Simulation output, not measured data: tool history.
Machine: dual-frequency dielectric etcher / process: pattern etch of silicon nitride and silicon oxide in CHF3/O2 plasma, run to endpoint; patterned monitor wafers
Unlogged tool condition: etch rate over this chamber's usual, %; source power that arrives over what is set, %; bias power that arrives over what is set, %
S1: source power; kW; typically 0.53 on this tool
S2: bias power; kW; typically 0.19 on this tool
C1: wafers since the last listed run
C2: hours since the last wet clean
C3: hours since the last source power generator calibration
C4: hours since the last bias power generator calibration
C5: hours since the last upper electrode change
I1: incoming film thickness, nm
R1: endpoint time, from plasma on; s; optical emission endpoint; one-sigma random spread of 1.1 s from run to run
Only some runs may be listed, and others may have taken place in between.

run 1 hour=0 | S1=0.53 S2=0.19 | C1=0 C2=175.7 C3=3449.2 C4=3657 C5=721.8 | I1=215.2 | R1=155.6
run 2 hour=58.9 | S1=0.53 S2=0.19 | C1=553 C2=234.6 C3=3508.1 C4=3715.9 C5=780.7 | I1=216.5 | R1=159.6
run 3 hour=98.3 | S1=0.53 S2=0.19 | C1=370 C2=274 C3=3547.5 C4=3755.3 C5=820.1 | I1=215.1 | R1=158.5
run 4 hour=178.9 | S1=0.53 S2=0.19 | C1=757 C2=354.6 C3=3628.1 C4=3835.9 C5=900.7 | I1=216.1 | R1=159.4
run 5 hour=219.2 | S1=0.53 S2=0.19 | C1=378 C2=394.9 C3=3668.4 C4=3876.2 C5=941 | I1=217.2 | R1=160.2
run 6 hour=299.1 | S1=0.53 S2=0.19 | C1=750 C2=474.8 C3=3748.3 C4=3956.1 C5=1020.9 | I1=217.5 | R1=162.1
-- hour=363.5 wet clean of the chamber
run 7 hour=398.2 | S1=0.6 S2=0.19 | C1=705 C2=34.7 C3=3847.4 C4=4055.2 C5=1120 | I1=216.2 | R1=149.7
run 8 hour=435.9 | S1=0.53 S2=0.153 | C1=354 C2=72.4 C3=3885.1 C4=4092.9 C5=1157.7 | I1=215.1 | R1=166.8
run 9 hour=528.6 | S1=0.53 S2=0.153 | C1=870 C2=165.1 C3=3977.8 C4=4185.6 C5=1250.4 | I1=215.8 | R1=168.6
-- hour=583.2 source power generator calibrated
run 10 hour=619.5 | S1=0.53 S2=0.153 | C1=816 C2=256 C3=36.3 C4=4276.5 C5=1341.3 | I1=214.2 | R1=167.9
run 11 hour=697.2 | S1=0.44 S2=0.19 | C1=729 C2=333.7 C3=114 C4=4354.2 C5=1419 | I1=215.9 | R1=170.1
run 12 hour=744.1 | S1=0.5 S2=0.19 | C1=440 C2=380.6 C3=160.9 C4=4401.1 C5=1465.9 | I1=216 | R1=164.3
-- hour=769.8 bias power generator calibrated
run 13 hour=798.2 | S1=0.53 S2=0.19 | C1=470 C2=434.7 C3=215 C4=28.4 C5=1520 | I1=215.1 | R1=161.7
run 14 hour=897.4 | S1=0.5 S2=0.143 | C1=931 C2=533.9 C3=314.2 C4=127.6 C5=1619.2 | I1=217.2 | R1=179
-- hour=947.9 wet clean of the chamber
run 15 hour=964.3 | S1=0.47 S2=0.211 | C1=402 C2=16.4 C3=381.1 C4=194.5 C5=1686.1 | I1=217.1 | R1=158.2
run 16 hour=1041.4 | S1=0.58 S2=0.204 | C1=724 C2=93.5 C3=458.2 C4=271.6 C5=1763.2 | I1=219 | R1=149.7
run 17 hour=1115 | S1=0.53 S2=0.19 | C1=691 C2=167.1 C3=531.8 C4=345.2 C5=1836.8 | I1=215.3 | R1=157.7
run 18 hour=1214 | S1=0.53 S2=0.19 | C1=929 C2=266.1 C3=630.8 C4=444.2 C5=1935.8 | I1=215.2 | R1=158.1
-- hour=1261.4 upper electrode replaced
run 19 hour=1290.6 | S1=0.53 S2=0.19 | C1=494 C2=342.7 C3=707.4 C4=520.8 C5=29.2 | I1=218 | R1=158.2
run 20 hour=1342.4 | S1=0.65 S2=0.215 | C1=486 C2=394.5 C3=759.2 C4=572.6 C5=81 | I1=217.1 | R1=143.4
run 21 hour=1402.6 | S1=0.49 S2=0.19 | C1=565 C2=454.7 C3=819.4 C4=632.8 C5=141.2 | I1=214.6 | R1=164
-- hour=1462.9 wet clean of the chamber
run 22 hour=1509 | S1=0.64 S2=0.207 | C1=774 C2=46.1 C3=925.8 C4=739.2 C5=247.6 | I1=217.3 | R1=140.8
run 23 hour=1596.3 | S1=0.46 S2=0.219 | C1=820 C2=133.4 C3=1013.1 C4=826.5 C5=334.9 | I1=216.4 | R1=159
run 24 hour=1646.5 | S1=0.59 S2=0.162 | C1=471 C2=183.6 C3=1063.3 C4=876.7 C5=385.1 | I1=216.2 | R1=158.9
run 25 hour=1735.4 | S1=0.53 S2=0.147 | C1=835 C2=272.5 C3=1152.2 C4=965.6 C5=474 | I1=217 | R1=171.8
run 26 hour=1824.3 | S1=0.6 S2=0.161 | C1=835 C2=361.4 C3=1241.1 C4=1054.5 C5=562.9 | I1=215.9 | R1=159.3

List, for all runs, the conditions of the tool that the log does not record:
source power that arrives over what is set, %: 0 on each run
bias power that arrives over what is set, %: 0 on each run
H1: etch rate over this chamber's usual, %
run=1 H1=-1.37
run=2 H1=-1.73
run=3 H1=-1.97
run=4 H1=-2.45
run=5 H1=-2.7
run=6 H1=-3.18
run=7 H1=-0.538
run=8 H1=-0.765
run=9 H1=-1.32
run=10 H1=-1.87
run=11 H1=-2.34
run=12 H1=-2.62
run=13 H1=-2.95
run=14 H1=-3.55
run=15 H1=0.219
run=16 H1=-0.246
run=17 H1=-0.689
run=18 H1=-1.29
run=19 H1=-1.75
run=20 H1=-2.06
run=21 H1=-2.42
run=22 H1=-0.391
run=23 H1=-0.917
run=24 H1=-1.22
run=25 H1=-1.76
run=26 H1=-2.29
